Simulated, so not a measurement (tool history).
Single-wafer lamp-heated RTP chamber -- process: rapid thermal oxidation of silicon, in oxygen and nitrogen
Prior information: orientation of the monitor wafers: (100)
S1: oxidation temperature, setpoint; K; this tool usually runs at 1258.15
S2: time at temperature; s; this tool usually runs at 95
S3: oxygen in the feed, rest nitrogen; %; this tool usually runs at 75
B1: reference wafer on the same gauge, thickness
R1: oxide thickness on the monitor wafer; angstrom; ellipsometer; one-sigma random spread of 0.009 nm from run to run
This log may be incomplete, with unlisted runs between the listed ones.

run 1 day=0 | S1=1258.15 S2=95 S3=75 | B1=5.496 | R1=60.31
run 2 day=0.429 | S1=1258.15 S2=95 S3=75 | B1=5.5 | R1=60.39
run 3 day=0.792 | S1=1258.15 S2=95 S3=75 | B1=5.499 | R1=60.55
-- day=1.579 gauge calibrated
run 4 day=1.688 | S1=1258.15 S2=95 S3=75 | B1=5.501 | R1=60.45
run 5 day=2.238 | S1=1237.15 S2=113 S3=75 | B1=5.499 | R1=55.79
run 6 day=2.629 | S1=1237.15 S2=113 S3=75 | B1=5.501 | R1=55.77
run 7 day=3.267 | S1=1237.15 S2=113 S3=75 | B1=5.498 | R1=55.77
run 8 day=3.921 | S1=1258.15 S2=95 S3=53 | B1=5.499 | R1=53.83
run 9 day=4.538 | S1=1258.15 S2=127 S3=75 | B1=5.5 | R1=68.81
run 10 day=5.242 | S1=1258.15 S2=127 S3=75 | B1=5.499 | R1=68.93
-- day=5.962 pyrometer window cleaned and pyrometer calibrated
run 11 day=6.604 | S1=1258.15 S2=127 S3=75 | B1=5.498 | R1=68.35
run 12 day=6.967 | S1=1258.15 S2=95 S3=75 | B1=5.499 | R1=59.93
run 13 day=7.25 | S1=1277.15 S2=95 S3=75 | B1=5.502 | R1=68.95
run 14 day=7.608 | S1=1277.15 S2=95 S3=75 | B1=5.497 | R1=69.14
run 15 day=8.171 | S1=1258.15 S2=95 S3=87 | B1=5.5 | R1=63.34
run 16 day=8.917 | S1=1258.15 S2=95 S3=75 | B1=5.504 | R1=60.06
run 17 day=9.2 | S1=1258.15 S2=95 S3=75 | B1=5.502 | R1=60.26
run 18 day=9.75 | S1=1272.15 S2=107 S3=75 | B1=5.501 | R1=70.45
run 19 day=10.421 | S1=1258.15 S2=95 S3=75 | B1=5.497 | R1=60.41
run 20 day=10.854 | S1=1229.15 S2=75 S3=88 | B1=5.5 | R1=46.42
run 21 day=11.262 | S1=1242.15 S2=77 S3=75 | B1=5.5 | R1=48.89
-- day=11.842 oxygen flow controller replaced
run 22 day=11.862 | S1=1247.15 S2=130 S3=90 | B1=5.497 | R1=68.18
run 23 day=12.446 | S1=1242.15 S2=76 S3=63 | B1=5.499 | R1=46.06
run 24 day=13.146 | S1=1232.15 S2=95 S3=98 | B1=5.502 | R1=54.48
run 25 day=13.788 | S1=1231.15 S2=61 S3=90 | B1=5.501 | R1=43.58
run 26 day=14.188 | S1=1269.15 S2=76 S3=47 | B1=5.499 | R1=50.59
run 27 day=14.662 | S1=1233.15 S2=108 S3=66 | B1=5.502 | R1=50.88
run 28 day=15.012 | S1=1258.15 S2=95 S3=75 | B1=5.5 | R1=60.56
run 29 day=15.333 | S1=1231.15 S2=95 S3=75 | B1=5.5 | R1=49.56
run 30 day=15.842 | S1=1242.15 S2=95 S3=89 | B1=5.504 | R1=57.05
-- day=15.875 gauge calibrated
run 31 day=16.458 | S1=1242.15 S2=138 S3=52 | B1=5.503 | R1=55.88
run 32 day=17.188 | S1=1258.15 S2=127 S3=75 | B1=5.5 | R1=68.99
run 33 day=17.912 | S1=1258.15 S2=95 S3=75 | B1=5.5 | R1=60.49
run 34 day=18.538 | S1=1266.15 S2=95 S3=75 | B1=5.498 | R1=64.3
run 35 day=19.242 | S1=1241.15 S2=95 S3=75 | B1=5.496 | R1=53.36
run 36 day=19.871 | S1=1258.15 S2=95 S3=45 | B1=5.501 | R1=50.93
run 37 day=20.579 | S1=1258.15 S2=95 S3=75 | B1=5.497 | R1=60.52
run 38 day=20.95 | S1=1258.15 S2=95 S3=75 | B1=5.5 | R1=60.6

What if the next run were any one of these 4? Each begins from the tool's condition after run 38:
run A day=20.971 | S1=1258.15 S2=95 S3=75 | B1=? | R1=?
run B day=20.971 | S1=1283.15 S2=57 S3=75 | B1=? | R1=?
run C day=20.971 | S1=1232.15 S2=58 S3=96 | B1=? | R1=?
run D day=20.971 | S1=1258.15 S2=120 S3=75 | B1=? | R1=?

run=A B1=5.501 R1=60.6
run=B B1=5.501 R1=58.07
run=C B1=5.501 R1=44
run=D B1=5.501 R1=67.29
Take away the tool's hidden state, keep each run's random variation, and the runs would have read:
run=A R1=59.81
run=B R1=57.33
run=C R1=43.44
run=D R1=66.39
